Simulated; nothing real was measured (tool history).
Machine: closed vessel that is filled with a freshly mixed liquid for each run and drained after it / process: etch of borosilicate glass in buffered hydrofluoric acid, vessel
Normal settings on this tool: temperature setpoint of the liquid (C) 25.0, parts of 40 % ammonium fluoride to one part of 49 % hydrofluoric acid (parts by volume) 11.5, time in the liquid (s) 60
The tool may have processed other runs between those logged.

run,hour,temperature setpoint of the liquid (C),parts of 40 % ammonium fluoride to one part of 49 % hydrofluoric acid (parts by volume),time in the liquid (s),wafers since the last listed run,hours since the thermometer was replaced,hours since the hydrofluoric acid flow meter was replaced,hours since the gauge calibration,"read-back film thickness of the borosilicate glass reference wafer, read on the same gauge (nm)",thickness taken off the borosilicate glass on a monitor wafer (angstrom)
1,0.0,25.0,11.5,60,0,926.7,1160.1,219.4,59.95,728.7
2,7.1,25.0,14.5,60,675,933.8,1167.2,226.5,59.99,575.4
3,18.5,25.0,14.5,60,1084,945.2,1178.6,237.9,60.01,575.3
4,28.7,25.0,14.5,60,969,955.4,1188.8,248.1,60.03,573.9
5,35.0,25.0,11.5,60,599,961.7,1195.1,254.4,59.98,721.3
6,51.3,25.0,11.5,60,1549,978.0,1211.4,270.7,60.01,722.0
7,65.4,25.0,11.5,60,1340,992.1,1225.5,284.8,60.03,723.7
8,78.6,25.0,11.5,60,1255,1005.3,1238.7,298.0,60.02,725.4
9,96.2,25.0,11.5,60,1673,1022.9,1256.3,315.6,60.03,721.2
10,104.2,25.0,11.5,60,760,1030.9,1264.3,323.6,60.00,721.8
11,119.8,25.0,11.5,60,1483,1046.5,1279.9,339.2,60.01,726.4
12,130.9,25.0,11.5,60,1055,1057.6,1291.0,350.3,60.02,723.8
# hour 141.1: hydrofluoric acid flow meter replaced
13,144.1,25.0,11.5,60,1160,1070.8,3.0,363.5,59.98,817.7
14,156.7,25.0,11.5,60,1198,1083.4,15.6,376.1,60.00,814.2
15,166.9,25.0,11.5,60,969,1093.6,25.8,386.3,60.01,816.9
16,178.4,23.0,15.5,30,1093,1105.1,37.3,397.8,59.95,273.7
17,187.0,25.0,11.5,60,817,1113.7,45.9,406.4,60.02,821.9
18,202.0,25.0,11.5,60,1426,1128.7,60.9,421.4,60.00,822.1
19,211.2,28.0,13.5,90,874,1137.9,70.1,430.6,59.94,1231.9
# hour 223.7: thermometer replaced
20,226.1,22.0,11.5,50,1321,2.4,85.0,445.5,60.00,533.7
21,236.4,23.5,10.0,80,979,12.7,95.3,455.8,59.97,1055.4
22,250.5,23.0,8.5,60,1340,26.8,109.4,469.9,60.02,882.0
23,259.0,25.0,11.5,50,808,35.3,117.9,478.4,59.94,617.3
# hour 275.7: gauge calibrated
24,307.4,25.0,11.5,60,4602,83.7,166.3,31.7,59.98,743.9
25,324.3,25.0,11.5,60,1607,100.6,183.2,48.6,59.99,749.1
26,337.4,23.0,10.0,30,1245,113.7,196.3,61.7,59.95,384.3
27,348.0,20.5,11.5,85,1007,124.3,206.9,72.3,60.05,831.6
28,360.9,25.0,11.5,60,1226,137.2,219.8,85.2,60.00,746.3
29,371.1,26.5,15.5,95,969,147.4,230.0,95.4,60.02,948.3
30,384.1,25.0,15.5,60,1236,160.4,243.0,108.4,59.97,555.1
31,394.5,25.0,11.5,60,988,170.8,253.4,118.8,60.00,745.5
32,400.7,30.0,9.0,45,589,177.0,259.6,125.0,59.98,902.5

Entry by entry between the runs, the difference in hidden state between the last listed run before and the first listed run after:
Between runs 12 and 13: hydrofluoric acid flow meter replaced (hour 141.1)
  liquid hotter than its thermometer reads (K): 1.89 -> 1.91; hydrofluoric acid flow below the setpoint (%): 13 -> 1.36
  measured minus no-state result, thickness taken off the borosilicate glass on a monitor wafer (angstrom): -27.2 -> +68.5
Between runs 19 and 20: thermometer replaced (hour 223.7)
  liquid hotter than its thermometer reads (K): 2.03 -> 0.276; hydrofluoric acid flow below the setpoint (%): 1.97 -> 2.11
  measured minus no-state result, thickness taken off the borosilicate glass on a monitor wafer (angstrom): +101.6 -> -3.2
Between runs 23 and 24: gauge calibrated (hour 275.7)
  liquid hotter than its thermometer reads (K): 0.334 -> 0.42; hydrofluoric acid flow below the setpoint (%): 2.41 -> 2.85
  measured minus no-state result, thickness taken off the borosilicate glass on a monitor wafer (angstrom): -4.0 -> -4.6
